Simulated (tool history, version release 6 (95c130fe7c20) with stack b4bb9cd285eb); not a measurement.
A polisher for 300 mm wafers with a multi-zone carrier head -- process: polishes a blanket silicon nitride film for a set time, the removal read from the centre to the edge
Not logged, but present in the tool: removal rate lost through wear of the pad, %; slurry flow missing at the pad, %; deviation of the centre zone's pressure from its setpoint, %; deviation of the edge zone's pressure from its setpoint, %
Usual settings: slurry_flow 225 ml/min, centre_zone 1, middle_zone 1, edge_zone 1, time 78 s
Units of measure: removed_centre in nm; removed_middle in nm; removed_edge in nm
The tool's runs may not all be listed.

| run | hour | slurry_flow | centre_zone | middle_zone | edge_zone | time | wafers since the last listed run | wafers polished on this pad | hours since the slurry nozzle was cleaned | hours since the centre zone pressure was calibrated | hours since the edge zone pressure was calibrated | hours since the carrier head's membrane was replaced | incoming thickness of the incoming film, nm | removed_centre | removed_middle | removed_edge |
|---|---|---|---|---|---|---|---|---|---|---|---|---|---|---|---|---|
| 1 | 0 | 185 | 0.91 | 1 | 1 | 78 | 0 | 1541 | 205.2 | 179.6 | 1199.5 | 271.4 | 617.2 | 74.5 | 84.7 | 81.7 |
|  | 63.8 | worn pad replaced by a new one |
| 2 | 92.9 | 185 | 0.91 | 1 | 1 | 78 | 851 | 278 | 298.1 | 272.5 | 1292.4 | 364.3 | 633.2 | 76 | 84.9 | 84 |
| 3 | 142.2 | 225 | 1 | 1 | 1 | 78 | 472 | 750 | 347.4 | 321.8 | 1341.7 | 413.6 | 633.6 | 83.9 | 85.9 | 84.7 |
|  | 212.4 | centre zone pressure recalibrated |
| 4 | 213.5 | 225 | 1 | 1 | 1 | 78 | 664 | 1414 | 418.7 | 1.1 | 1413 | 484.9 | 628.2 | 83.7 | 84.5 | 82.7 |
|  | 248 | worn pad replaced by a new one |
|  | 347.1 | edge zone pressure recalibrated |
|  | 349.9 | slurry nozzle cleaned |
|  | 439.8 | carrier head's membrane replaced by a new one |
|  | 468.4 | worn pad replaced by a new one |
| 5 | 489.3 | 225 | 1 | 1 | 1 | 78 | 2489 | 200 | 139.4 | 276.9 | 142.2 | 49.5 | 630.4 | 83.9 | 84.4 | 84.8 |
| 6 | 533.4 | 225 | 1 | 1 | 1 | 78 | 422 | 622 | 183.5 | 321 | 186.3 | 93.6 | 634.7 | 82.4 | 85.5 | 84.9 |
|  | 589.6 | centre zone pressure recalibrated |
| 7 | 630.1 | 225 | 1 | 1 | 1 | 78 | 907 | 1530 | 280.2 | 40.5 | 283 | 190.3 | 627.6 | 82.8 | 84.6 | 84.5 |
|  | 670.5 | worn pad replaced by a new one |
| 8 | 678.5 | 225 | 1 | 1 | 1 | 78 | 425 | 76 | 328.6 | 88.9 | 331.4 | 238.7 | 636.4 | 84 | 84.2 | 84.2 |
| 9 | 758.1 | 225 | 0.94 | 1 | 1 | 78 | 762 | 839 | 408.2 | 168.5 | 411 | 318.3 | 637.9 | 78 | 84.6 | 84 |
| 10 | 817.9 | 300 | 1 | 1 | 1 | 61 | 573 | 1412 | 468 | 228.3 | 470.8 | 378.1 | 629.2 | 68.7 | 69.2 | 66.6 |
|  | 848.1 | slurry nozzle cleaned |
| 11 | 864.3 | 225 | 1 | 1.1 | 1 | 78 | 435 | 1847 | 16.2 | 274.7 | 517.2 | 424.5 | 641 | 82.2 | 93.3 | 85.3 |
|  | 876.4 | worn pad replaced by a new one |
| 12 | 918.8 | 295 | 1.05 | 1 | 0.9 | 71 | 483 | 406 | 70.7 | 329.2 | 571.7 | 479 | 639.6 | 83 | 79.7 | 73.8 |
| 13 | 962 | 225 | 1 | 1 | 1.1 | 78 | 413 | 820 | 113.9 | 372.4 | 614.9 | 522.2 | 625.9 | 83.7 | 85.4 | 87.9 |
|  | 1009.5 | centre zone pressure recalibrated |
| 14 | 1011.3 | 225 | 1.07 | 1 | 1 | 69 | 453 | 1273 | 163.2 | 1.8 | 664.2 | 571.5 | 632.1 | 78.4 | 76.5 | 74.4 |

3 options for the next run, each taken on its own from the tool as it stands now. Forecast them:
| A | 1011.8 | 225 | 0.95 | 1 | 1 | 78 | 4 | 1278 | 163.7 | 2.3 | 664.7 | 572 | 628.6 | ? | ? | ? |
| B | 1011.8 | 225 | 1 | 1.08 | 1 | 102 | 4 | 1278 | 163.7 | 2.3 | 664.7 | 572 | 628.6 | ? | ? | ? |
| C | 1011.8 | 245 | 1 | 1 | 1 | 61 | 4 | 1278 | 163.7 | 2.3 | 664.7 | 572 | 628.6 | ? | ? | ? |

| run | removed_centre | removed_middle | removed_edge |
|---|---|---|---|
| A | 80 | 84.3 | 83.4 |
| B | 110.2 | 117.6 | 108.9 |
| C | 66.4 | 66.4 | 65.6 |
Had the tool no hidden state, the same runs would have come out as:
| run | removed_centre | removed_middle | removed_edge |
|---|---|---|---|
| A | 80 | 84.3 | 83.4 |
| B | 110.2 | 117.6 | 108.9 |
| C | 66.4 | 66.4 | 65.6 |
